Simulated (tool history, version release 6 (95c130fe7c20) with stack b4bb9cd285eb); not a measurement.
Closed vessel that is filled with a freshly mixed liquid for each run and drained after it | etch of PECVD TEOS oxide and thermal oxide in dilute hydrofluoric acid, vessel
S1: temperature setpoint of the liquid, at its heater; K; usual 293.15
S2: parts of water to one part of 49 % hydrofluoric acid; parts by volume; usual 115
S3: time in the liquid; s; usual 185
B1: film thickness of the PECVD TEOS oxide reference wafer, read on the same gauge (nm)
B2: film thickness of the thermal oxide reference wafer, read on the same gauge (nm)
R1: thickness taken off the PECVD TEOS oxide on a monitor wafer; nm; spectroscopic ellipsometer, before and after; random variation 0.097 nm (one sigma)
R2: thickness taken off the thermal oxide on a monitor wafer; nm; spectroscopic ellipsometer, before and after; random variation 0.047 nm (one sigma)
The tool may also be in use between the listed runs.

run	hour	S1	S2	S3	B1	B2	R1	R2
1	0.0	293.15	115	185	59.96	39.99	16.19	6.40
2	30.9	291.15	115	125	60.01	39.99	10.27	4.00
3	95.1	296.15	115	185	60.02	40.01	18.43	7.34
4	120.1	293.15	100	220	60.01	40.01	22.76	9.01
5	145.3	293.15	160	185	59.97	40.00	11.40	4.44
6	210.6	293.15	160	185	60.01	40.01	11.36	4.45
# hour 239.1: gauge calibrated
7	242.0	293.15	115	185	60.00	40.00	16.32	6.52
# hour 273.1: thermometer replaced
8	281.3	296.15	115	185	59.99	40.00	18.81	7.35
9	312.6	293.15	135	185	59.99	39.99	13.86	5.36
10	362.1	290.15	115	185	59.99	39.97	14.55	5.78
11	386.6	293.15	115	185	60.02	40.02	16.66	6.41
12	446.6	294.65	115	185	59.98	39.99	17.98	6.97
13	488.0	293.15	115	90	60.02	40.00	8.18	3.20
14	529.8	293.15	115	185	60.01	40.01	16.80	6.53
15	598.8	298.15	70	185	60.00	40.01	35.37	14.13
16	631.7	293.15	115	185	59.98	39.99	16.88	6.64
17	667.6	290.15	100	250	60.02	40.00	23.34	9.25
18	733.8	293.15	115	275	60.01	40.00	25.06	9.80
19	762.0	293.15	115	185	60.02	40.01	16.78	6.67
20	830.1	290.65	115	100	59.99	40.00	8.33	3.26
21	879.6	290.15	135	150	60.04	39.99	10.19	4.01
22	918.0	290.15	170	155	60.02	40.00	8.16	3.14
23	950.5	293.15	115	285	60.01	40.00	26.19	10.24
24	999.7	293.15	115	185	59.97	40.01	17.11	6.60
25	1036.2	293.15	65	185	60.01	40.00	31.99	12.62
26	1082.3	294.65	160	185	60.00	39.99	12.44	4.92
27	1109.0	296.15	115	155	59.99	40.00	16.05	6.33

Forecast each of these 3 alternatives for the next run:
A	1109.7	293.15	115	185	?	?	?	?
B	1109.7	297.65	150	115	?	?	?	?
C	1109.7	294.65	60	285	?	?	?	?

run	B1	B2	R1	R2
A	60.01	40.01	17.12	6.71
B	60.01	40.01	9.39	3.68
C	60.01	40.01	57.17	22.39
Without the tool's hidden state the same runs would have given:
run	R1	R2
A	16.23	6.36
B	8.88	3.48
C	54.32	21.28

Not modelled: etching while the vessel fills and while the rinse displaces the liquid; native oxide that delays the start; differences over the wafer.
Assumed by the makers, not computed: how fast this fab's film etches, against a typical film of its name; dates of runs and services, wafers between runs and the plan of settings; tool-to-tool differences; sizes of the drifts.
